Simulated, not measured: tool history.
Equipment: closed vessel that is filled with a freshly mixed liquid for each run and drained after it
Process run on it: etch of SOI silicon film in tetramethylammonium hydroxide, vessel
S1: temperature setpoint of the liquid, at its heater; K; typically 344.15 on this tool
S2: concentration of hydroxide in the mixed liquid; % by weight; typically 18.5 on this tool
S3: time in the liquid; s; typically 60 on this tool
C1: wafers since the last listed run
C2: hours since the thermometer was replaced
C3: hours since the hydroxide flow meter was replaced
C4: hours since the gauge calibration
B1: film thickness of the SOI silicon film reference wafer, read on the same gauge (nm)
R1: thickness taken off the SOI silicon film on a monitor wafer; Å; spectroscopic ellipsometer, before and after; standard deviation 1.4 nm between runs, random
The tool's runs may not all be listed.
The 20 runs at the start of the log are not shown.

run 21 day=81.600 | S1=344.15 S2=16.5 S3=30 | C1=5275 C2=321.0 C3=1048.8 C4=243.3 | B1=130.02 | R1=1767.1
run 22 day=84.154 | S1=346.65 S2=20.0 S3=90 | C1=4497 C2=382.3 C3=1110.1 C4=304.6 | B1=130.01 | R1=5655.9
run 23 day=86.208 | S1=346.15 S2=18.5 S3=60 | C1=3617 C2=431.6 C3=1159.4 C4=353.9 | B1=130.02 | R1=3803.8
run 24 day=88.625 | S1=347.15 S2=15.5 S3=60 | C1=4255 C2=489.6 C3=1217.4 C4=411.9 | B1=130.01 | R1=4286.0
run 25 day=92.950 | S1=346.65 S2=23.0 S3=35 | C1=7615 C2=593.4 C3=1321.2 C4=515.7 | B1=130.01 | R1=1989.1
run 26 day=95.792 | S1=344.15 S2=18.5 S3=30 | C1=5003 C2=661.6 C3=1389.4 C4=583.9 | B1=130.02 | R1=1684.5
run 27 day=98.083 | S1=341.15 S2=16.0 S3=60 | C1=4035 C2=716.6 C3=1444.4 C4=638.9 | B1=130.00 | R1=2995.0
run 28 day=102.096 | S1=340.15 S2=15.0 S3=90 | C1=7065 C2=812.9 C3=1540.7 C4=735.2 | B1=130.00 | R1=4336.3
run 29 day=104.012 | S1=344.15 S2=20.0 S3=90 | C1=3375 C2=858.9 C3=1586.7 C4=781.2 | B1=130.00 | R1=4900.1
run 30 day=108.238 | S1=344.15 S2=18.5 S3=85 | C1=7439 C2=960.3 C3=1688.1 C4=882.6 | B1=130.00 | R1=4805.4
run 31 day=112.088 | S1=344.15 S2=18.5 S3=50 | C1=6779 C2=1052.7 C3=1780.5 C4=975.0 | B1=130.00 | R1=2837.8
run 32 day=115.929 | S1=344.15 S2=18.5 S3=60 | C1=6764 C2=1144.9 C3=1872.7 C4=1067.2 | B1=130.01 | R1=3388.2
run 33 day=117.779 | S1=344.15 S2=18.5 S3=60 | C1=3257 C2=1189.3 C3=1917.1 C4=1111.6 | B1=129.99 | R1=3398.8
run 34 day=121.038 | S1=340.15 S2=22.0 S3=75 | C1=5737 C2=1267.5 C3=1995.3 C4=1189.8 | B1=130.03 | R1=3091.8

4 options for the next run, each taken on its own from the tool as it stands now. Forecast them:
run A day=121.067 | S1=344.15 S2=18.5 S3=60 | C1=51 C2=1268.2 C3=1996.0 C4=1190.5 | B1=? | R1=?
run B day=121.067 | S1=339.15 S2=22.0 S3=60 | C1=51 C2=1268.2 C3=1996.0 C4=1190.5 | B1=? | R1=?
run C day=121.067 | S1=347.15 S2=20.0 S3=85 | C1=51 C2=1268.2 C3=1996.0 C4=1190.5 | B1=? | R1=?
run D day=121.067 | S1=344.15 S2=16.0 S3=95 | C1=51 C2=1268.2 C3=1996.0 C4=1190.5 | B1=? | R1=?

run=A B1=129.99 R1=3395.4
run=B B1=129.99 R1=2325.2
run=C B1=129.99 R1=5525.4
run=D B1=129.99 R1=5681.7
Had the tool no hidden state, the same runs would have come out as:
run=A R1=3346.3
run=B R1=2290.5
run=C R1=5446.8
run=D R1=5599.4

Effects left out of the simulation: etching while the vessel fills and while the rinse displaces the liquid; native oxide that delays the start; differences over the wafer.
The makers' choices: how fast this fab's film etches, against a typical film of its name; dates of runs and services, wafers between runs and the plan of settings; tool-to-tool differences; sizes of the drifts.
